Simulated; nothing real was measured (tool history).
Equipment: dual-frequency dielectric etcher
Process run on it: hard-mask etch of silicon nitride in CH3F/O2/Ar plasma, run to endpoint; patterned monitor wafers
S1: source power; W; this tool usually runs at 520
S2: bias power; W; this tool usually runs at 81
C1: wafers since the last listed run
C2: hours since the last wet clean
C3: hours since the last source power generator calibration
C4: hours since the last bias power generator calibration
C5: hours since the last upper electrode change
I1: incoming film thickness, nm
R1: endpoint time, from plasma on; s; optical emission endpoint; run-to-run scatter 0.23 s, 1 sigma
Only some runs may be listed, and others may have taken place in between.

{"run": 1, "hour": 0.0, "S1": 520, "S2": 68, "C1": 0, "C2": 360.0, "C3": 2060.7, "C4": 1705.7, "C5": 2175.9, "I1": 50.3, "R1": 71.7}
{"run": 2, "hour": 14.6, "S1": 610, "S2": 81, "C1": 101, "C2": 374.6, "C3": 2075.3, "C4": 1720.3, "C5": 2190.5, "I1": 50.9, "R1": 63.6}
{"run": 3, "hour": 31.3, "S1": 610, "S2": 81, "C1": 115, "C2": 391.3, "C3": 2092.0, "C4": 1737.0, "C5": 2207.2, "I1": 49.9, "R1": 62.8}
{"run": 4, "hour": 42.1, "S1": 610, "S2": 81, "C1": 74, "C2": 402.1, "C3": 2102.8, "C4": 1747.8, "C5": 2218.0, "I1": 49.9, "R1": 62.6}
{"run": 5, "hour": 55.4, "S1": 520, "S2": 81, "C1": 92, "C2": 415.4, "C3": 2116.1, "C4": 1761.1, "C5": 2231.3, "I1": 49.7, "R1": 66.5}
{"run": 6, "hour": 64.5, "S1": 520, "S2": 81, "C1": 63, "C2": 424.5, "C3": 2125.2, "C4": 1770.2, "C5": 2240.4, "I1": 50.3, "R1": 67.2}
{"run": 7, "hour": 72.5, "S1": 520, "S2": 81, "C1": 55, "C2": 432.5, "C3": 2133.2, "C4": 1778.2, "C5": 2248.4, "I1": 50.0, "R1": 66.6}
{"run": 8, "hour": 84.9, "S1": 520, "S2": 81, "C1": 86, "C2": 444.9, "C3": 2145.6, "C4": 1790.6, "C5": 2260.8, "I1": 50.6, "R1": 67.9}
{"run": 9, "hour": 96.2, "S1": 520, "S2": 81, "C1": 78, "C2": 456.2, "C3": 2156.9, "C4": 1801.9, "C5": 2272.1, "I1": 50.6, "R1": 67.9}
{"run": 10, "hour": 113.7, "S1": 520, "S2": 81, "C1": 121, "C2": 473.7, "C3": 2174.4, "C4": 1819.4, "C5": 2289.6, "I1": 50.1, "R1": 67.0}
{"hour": 152.3, "done": "upper electrode replaced"}
{"hour": 155.7, "done": "bias power generator calibrated"}
{"run": 11, "hour": 156.2, "S1": 520, "S2": 81, "C1": 104, "C2": 516.2, "C3": 2216.9, "C4": 0.5, "C5": 3.9, "I1": 50.6, "R1": 67.9}
{"run": 12, "hour": 156.6, "S1": 520, "S2": 81, "C1": 2, "C2": 516.6, "C3": 2217.3, "C4": 0.9, "C5": 4.3, "I1": 50.6, "R1": 68.4}
{"run": 13, "hour": 162.5, "S1": 610, "S2": 81, "C1": 40, "C2": 522.5, "C3": 2223.2, "C4": 6.8, "C5": 10.2, "I1": 50.1, "R1": 64.0}
{"run": 14, "hour": 168.6, "S1": 560, "S2": 75, "C1": 42, "C2": 528.6, "C3": 2229.3, "C4": 12.9, "C5": 16.3, "I1": 50.0, "R1": 67.4}
{"hour": 194.3, "done": "wet clean of the chamber"}
{"run": 15, "hour": 194.8, "S1": 480, "S2": 81, "C1": 15, "C2": 0.5, "C3": 2255.5, "C4": 39.1, "C5": 42.5, "I1": 50.4, "R1": 62.6}
{"run": 16, "hour": 195.2, "S1": 590, "S2": 97, "C1": 2, "C2": 0.9, "C3": 2255.9, "C4": 39.5, "C5": 42.9, "I1": 50.2, "R1": 54.6}
{"run": 17, "hour": 204.2, "S1": 520, "S2": 81, "C1": 62, "C2": 9.9, "C3": 2264.9, "C4": 48.5, "C5": 51.9, "I1": 50.8, "R1": 61.5}
{"run": 18, "hour": 221.7, "S1": 400, "S2": 93, "C1": 121, "C2": 27.4, "C3": 2282.4, "C4": 66.0, "C5": 69.4, "I1": 50.4, "R1": 64.3}
{"hour": 245.8, "done": "wet clean of the chamber, repeated, since the last time left the tool worse"}
{"run": 19, "hour": 246.3, "S1": 400, "S2": 99, "C1": 4, "C2": 0.5, "C3": 2307.0, "C4": 90.6, "C5": 94.0, "I1": 50.6, "R1": 67.1}
{"hour": 255.7, "done": "source power generator calibrated"}
{"run": 20, "hour": 282.9, "S1": 520, "S2": 81, "C1": 226, "C2": 37.1, "C3": 27.2, "C4": 127.2, "C5": 130.6, "I1": 50.8, "R1": 66.2}
{"run": 21, "hour": 319.2, "S1": 400, "S2": 63, "C1": 251, "C2": 73.4, "C3": 63.5, "C4": 163.5, "C5": 166.9, "I1": 50.2, "R1": 78.9}
{"run": 22, "hour": 332.8, "S1": 440, "S2": 81, "C1": 94, "C2": 87.0, "C3": 77.1, "C4": 177.1, "C5": 180.5, "I1": 50.2, "R1": 69.8}
{"run": 23, "hour": 343.9, "S1": 520, "S2": 101, "C1": 77, "C2": 98.1, "C3": 88.2, "C4": 188.2, "C5": 191.6, "I1": 49.9, "R1": 60.2}
{"run": 24, "hour": 352.3, "S1": 630, "S2": 73, "C1": 58, "C2": 106.5, "C3": 96.6, "C4": 196.6, "C5": 200.0, "I1": 50.8, "R1": 64.5}
{"run": 25, "hour": 369.5, "S1": 550, "S2": 101, "C1": 119, "C2": 123.7, "C3": 113.8, "C4": 213.8, "C5": 217.2, "I1": 50.3, "R1": 59.6}

Each row is a separate what-if for the run after 25, all from the same tool condition, not one after another. Results?
{"run": "A", "hour": 369.9, "S1": 520, "S2": 81, "C1": 2, "C2": 124.1, "C3": 114.2, "C4": 214.2, "C5": 217.6, "I1": 50.0, "R1": "?"}
{"run": "B", "hour": 369.9, "S1": 570, "S2": 96, "C1": 2, "C2": 124.1, "C3": 114.2, "C4": 214.2, "C5": 217.6, "I1": 50.0, "R1": "?"}
{"run": "C", "hour": 369.9, "S1": 600, "S2": 64, "C1": 2, "C2": 124.1, "C3": 114.2, "C4": 214.2, "C5": 217.6, "I1": 50.0, "R1": "?"}
{"run": "D", "hour": 369.9, "S1": 520, "S2": 62, "C1": 2, "C2": 124.1, "C3": 114.2, "C4": 214.2, "C5": 217.6, "I1": 50.0, "R1": "?"}

run=A R1=65.6
run=B R1=59.6
run=C R1=67.7
run=D R1=72.2
Stripped of hidden state, with their random variation kept, the same runs would have yielded:
run=A R1=64.8
run=B R1=58.8
run=C R1=66.8
run=D R1=71.3
